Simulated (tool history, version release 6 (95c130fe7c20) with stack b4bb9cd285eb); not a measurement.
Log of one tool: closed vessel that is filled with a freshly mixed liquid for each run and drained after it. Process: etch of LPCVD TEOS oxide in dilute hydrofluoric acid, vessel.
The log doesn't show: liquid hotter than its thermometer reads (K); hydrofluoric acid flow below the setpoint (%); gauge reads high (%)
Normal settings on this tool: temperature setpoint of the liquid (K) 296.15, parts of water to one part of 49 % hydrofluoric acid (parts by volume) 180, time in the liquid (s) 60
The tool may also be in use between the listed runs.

run     day  temperature setpoint of the liquid (K)  parts of water to one part of 49 % hydrofluoric acid (parts by volume)  time in the liquid (s)  wafers since the last listed run  hours since the thermometer was replaced  hours since the hydrofluoric acid flow meter was replaced  hours since the gauge calibration  read-back film thickness of the LPCVD TEOS oxide reference wafer, read on the same gauge (nm)  thickness taken off the LPCVD TEOS oxide on a monitor wafer (Å)
  1   0.000                                  296.15                                                                     180                      60                                 0                                    1347.2                                                     1188.5                              151.2                                                                                          70.01                                                             92.1
      0.667  -- hydrofluoric acid flow meter replaced
  2   1.096                                  296.15                                                                     180                      60                              1675                                    1373.5                                                       10.3                              177.5                                                                                          69.99                                                             94.0
  3   2.304                                  298.15                                                                     180                      60                              1920                                    1402.5                                                       39.3                              206.5                                                                                          69.99                                                            101.0
  4   3.396                                  298.15                                                                     180                      60                              1735                                    1428.7                                                       65.5                              232.7                                                                                          70.01                                                            100.2
  5   4.654                                  298.15                                                                     180                      60                              2000                                    1458.9                                                       95.7                              262.9                                                                                          70.01                                                            100.7
  6   5.588                                  296.15                                                                     180                      60                              1483                                    1481.3                                                      118.1                              285.3                                                                                          70.02                                                             92.8
  7   9.008                                  296.15                                                                     220                      60                              5438                                    1563.4                                                      200.2                              367.4                                                                                          69.99                                                             73.8
  8  10.296                                  296.15                                                                     180                      60                              2046                                    1594.3                                                      231.1                              398.3                                                                                          69.98                                                             93.7
  9  10.908                                  296.15                                                                     180                      60                               973                                    1609.0                                                      245.8                              413.0                                                                                          69.98                                                             94.5
 10  11.446                                  298.15                                                                     210                      60                               854                                    1621.9                                                      258.7                              425.9                                                                                          70.00                                                             83.8
     12.571  -- thermometer replaced
 11  12.662                                  296.15                                                                     140                      60                              1867                                       2.2                                                      287.9                              455.1                                                                                          69.97                                                            118.2
 12  13.671                                  297.65                                                                     260                      45                              1602                                      26.4                                                      312.1                              479.3                                                                                          70.01                                                             44.3
 13  15.088                                  292.65                                                                     180                      85                              2252                                      60.4                                                      346.1                              513.3                                                                                          70.01                                                            110.2
 14  16.679                                  296.15                                                                     180                      60                              2530                                      98.6                                                      384.3                              551.5                                                                                          70.00                                                             88.8
 15  17.229                                  298.65                                                                     130                      90                               874                                     111.8                                                      397.5                              564.7                                                                                          69.98                                                            214.7
 16  18.225                                  296.15                                                                     105                      90                              1583                                     135.7                                                      421.4                              588.6                                                                                          70.01                                                            250.6
 17  19.700                                  296.15                                                                     180                      60                              2344                                     171.1                                                      456.8                              624.0                                                                                          70.01                                                             88.5
 18  20.833                                  296.15                                                                     215                      45                              1801                                     198.3                                                      484.0                              651.2                                                                                          69.99                                                             53.9
     22.829  -- gauge calibrated
 19  23.350                                  297.65                                                                     240                      75                              4000                                     258.7                                                      544.4                               12.5                                                                                          70.00                                                             83.9
 20  24.096                                  298.65                                                                      90                      90                              1185                                     276.6                                                      562.3                               30.4                                                                                          70.02                                                            328.1
 21  24.754                                  296.15                                                                     180                      60                              1046                                     292.4                                                      578.1                               46.2                                                                                          70.01                                                             88.8
 22  25.446                                  301.15                                                                      95                      60                              1099                                     309.0                                                      594.7                               62.8                                                                                          69.99                                                            227.7
 23  26.725                                  296.15                                                                     180                      60                              2033                                     339.7                                                      625.4                               93.5                                                                                          69.98                                                             89.2
 24  27.904                                  296.15                                                                     110                      60                              1874                                     368.0                                                      653.7                              121.8                                                                                          70.01                                                            159.8
 25  29.079                                  296.15                                                                     180                      60                              1867                                     396.2                                                      681.9                              150.0                                                                                          70.00                                                             90.1
 26  30.550                                  294.65                                                                     120                      60                              2338                                     431.5                                                      717.2                              185.3                                                                                          70.02                                                            136.1
 27  31.567                                  297.65                                                                     240                      75                              1616                                     455.9                                                      741.6                              209.7                                                                                          70.01                                                             83.2
 28  32.792                                  296.15                                                                     235                      60                              1947                                     485.3                                                      771.0                              239.1                                                                                          70.00                                                             65.4
 29  33.496                                  296.15                                                                     230                      60                              1119                                     502.2                                                      787.9                              256.0                                                                                          70.02                                                             67.6
 30  34.975                                  294.15                                                                     235                      50                              2351                                     537.7                                                      823.4                              291.5                                                                                          70.01                                                             50.4
 31  35.733                                  296.15                                                                     155                      60                              1205                                     555.9                                                      841.6                              309.7                                                                                          70.00                                                            107.9
 32  36.467                                  296.15                                                                     180                      60                              1165                                     573.5                                                      859.2                              327.3                                                                                          69.99                                                             91.2
 33  37.312                                  292.15                                                                     140                      60                              1344                                     593.8                                                      879.5                              347.6                                                                                          69.99                                                            104.6

What if the next run were any one of these 4? Each begins from the tool's condition after run 33:
  A  37.342                                  293.65                                                                     180                      60                                46                                     594.5                                                      880.2                              348.3                                                                                              ?                                                                ?
  B  37.342                                  296.15                                                                     135                      60                                46                                     594.5                                                      880.2                              348.3                                                                                              ?                                                                ?
  C  37.342                                  300.65                                                                     180                      50                                46                                     594.5                                                      880.2                              348.3                                                                                              ?                                                                ?
  D  37.342                                  294.15                                                                     260                      35                                46                                     594.5                                                      880.2                              348.3                                                                                              ?                                                                ?

run  read-back film thickness of the LPCVD TEOS oxide reference wafer, read on the same gauge (nm)  thickness taken off the LPCVD TEOS oxide on a monitor wafer (Å)
  A                                                                                          70.00                                                             83.1
  B                                                                                          70.00                                                            128.1
  C                                                                                          70.00                                                             89.7
  D                                                                                          70.00                                                             31.5
The same runs, with their run-to-run variation unchanged, on a tool lacking any hidden condition would have given:
run  thickness taken off the LPCVD TEOS oxide on a monitor wafer (Å)
  A                                                             79.9
  B                                                            123.2
  C                                                             86.5
  D                                                             30.4

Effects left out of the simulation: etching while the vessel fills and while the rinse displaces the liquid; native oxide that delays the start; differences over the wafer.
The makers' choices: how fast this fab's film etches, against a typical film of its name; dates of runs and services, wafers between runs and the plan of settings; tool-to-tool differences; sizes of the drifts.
